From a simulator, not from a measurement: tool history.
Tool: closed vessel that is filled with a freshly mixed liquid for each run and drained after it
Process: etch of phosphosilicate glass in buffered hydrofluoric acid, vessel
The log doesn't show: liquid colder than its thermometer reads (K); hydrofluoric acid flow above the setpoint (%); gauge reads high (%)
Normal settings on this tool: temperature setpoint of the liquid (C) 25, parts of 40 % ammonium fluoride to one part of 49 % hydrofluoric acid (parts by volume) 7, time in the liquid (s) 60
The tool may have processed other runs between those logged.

run,day,temperature setpoint of the liquid (C),parts of 40 % ammonium fluoride to one part of 49 % hydrofluoric acid (parts by volume),time in the liquid (s),wafers since the last listed run,hours since the thermometer was replaced,hours since the hydrofluoric acid flow meter was replaced,hours since the gauge calibration,"read-back film thickness of the phosphosilicate glass reference wafer, read on the same gauge (nm)",thickness taken off the phosphosilicate glass on a monitor wafer (nm)
1,0,27.5,9,60,0,108,1240.5,919.6,110.02,381.51
2,2.942,25,7,45,6942,178.6,1311.1,990.2,110.03,324.04
3,5.138,25,7,45,5182,231.3,1363.8,1042.9,110,321.21
4,7.362,25,7,60,5250,284.7,1417.2,1096.3,110.01,424.37
5,9.154,25,7,60,4228,327.7,1460.2,1139.3,110.01,424.35
6,11.733,25,7,60,6086,389.6,1522.1,1201.2,109.99,421.83
7,14.008,25,7,60,5368,444.2,1576.7,1255.8,110.02,419.83
8,15.525,25,7,60,3579,480.6,1613.1,1292.2,109.96,424.34
9,23.629,25,7,60,19125,675.1,1807.6,1486.7,110.02,422.54
# day 25.604: thermometer replaced
10,26.375,23.5,7,60,6381,18.5,1873.5,1552.6,109.98,410.97
11,28.088,25,7,60,4041,59.6,1914.6,1593.7,109.98,446.72
12,29.883,25,7,60,4238,102.7,1957.7,1636.8,109.97,445.5
13,31.212,25,7,60,3136,134.6,1989.6,1668.7,110.01,442.47
14,32.825,27,7,45,3805,173.3,2028.3,1707.4,110.02,370.54
15,34.275,25,7,40,3421,208.1,2063.1,1742.2,110.01,299.02
16,37.25,25,7,60,7020,279.5,2134.5,1813.6,110.01,444.89
17,38.546,21,9.5,40,3058,310.6,2165.6,1844.7,109.99,173
18,40.475,25,7,60,4552,356.9,2211.9,1891,110,441.47
19,42.712,25,7,60,5280,410.6,2265.6,1944.7,110.02,440.12
# day 43.725: hydrofluoric acid flow meter replaced
20,43.975,25,8,60,2881,440.9,6,1975,109.98,347.66
21,46.296,22,7,60,5477,496.6,61.7,2030.7,109.97,341.53
22,48.817,25,7,60,5949,557.1,122.2,2091.2,109.99,397.62
23,50.75,25,7,50,4562,603.5,168.6,2137.6,109.94,331.2
# day 51.542: thermometer replaced
# day 51.896: gauge calibrated
24,55.083,29,7,60,10128,85,272.6,76.5,110.01,514.39
25,61.471,25,7,35,15074,238.3,425.9,229.8,110.02,237.35
26,62.867,26.5,9.5,35,3294,271.8,459.4,263.3,110.01,189.54
27,65.629,27.5,5,40,6519,338.1,525.7,329.6,110.01,411.09
28,67.529,23.5,10,60,4483,383.7,571.3,375.2,110,269.15
29,68.954,25,7,60,3362,417.9,605.5,409.4,109.97,413.23
30,71.512,25,7,60,6037,479.3,666.9,470.8,110.02,412.11
31,73.812,30,5,60,5427,534.5,722.1,526,110.03,716.67

5 options for the next run, each taken on its own from the tool as it stands now. Forecast them:
A,73.842,25,7,60,68,535.2,722.8,526.7,?,?
B,73.842,25,8,90,68,535.2,722.8,526.7,?,?
C,73.842,25,6,75,68,535.2,722.8,526.7,?,?
D,73.842,25,7,90,68,535.2,722.8,526.7,?,?
E,73.842,29.5,5.5,60,68,535.2,722.8,526.7,?,?

run,"read-back film thickness of the phosphosilicate glass reference wafer, read on the same gauge (nm)",thickness taken off the phosphosilicate glass on a monitor wafer (nm)
A,109.95,407.84
B,109.95,534.36
C,109.95,582.08
D,109.95,611.76
E,109.95,637.97
Without the tool's unlogged condition, the same runs would have read:
run,thickness taken off the phosphosilicate glass on a monitor wafer (nm)
A,415.78
B,539.92
C,593.98
D,623.67
E,649.97

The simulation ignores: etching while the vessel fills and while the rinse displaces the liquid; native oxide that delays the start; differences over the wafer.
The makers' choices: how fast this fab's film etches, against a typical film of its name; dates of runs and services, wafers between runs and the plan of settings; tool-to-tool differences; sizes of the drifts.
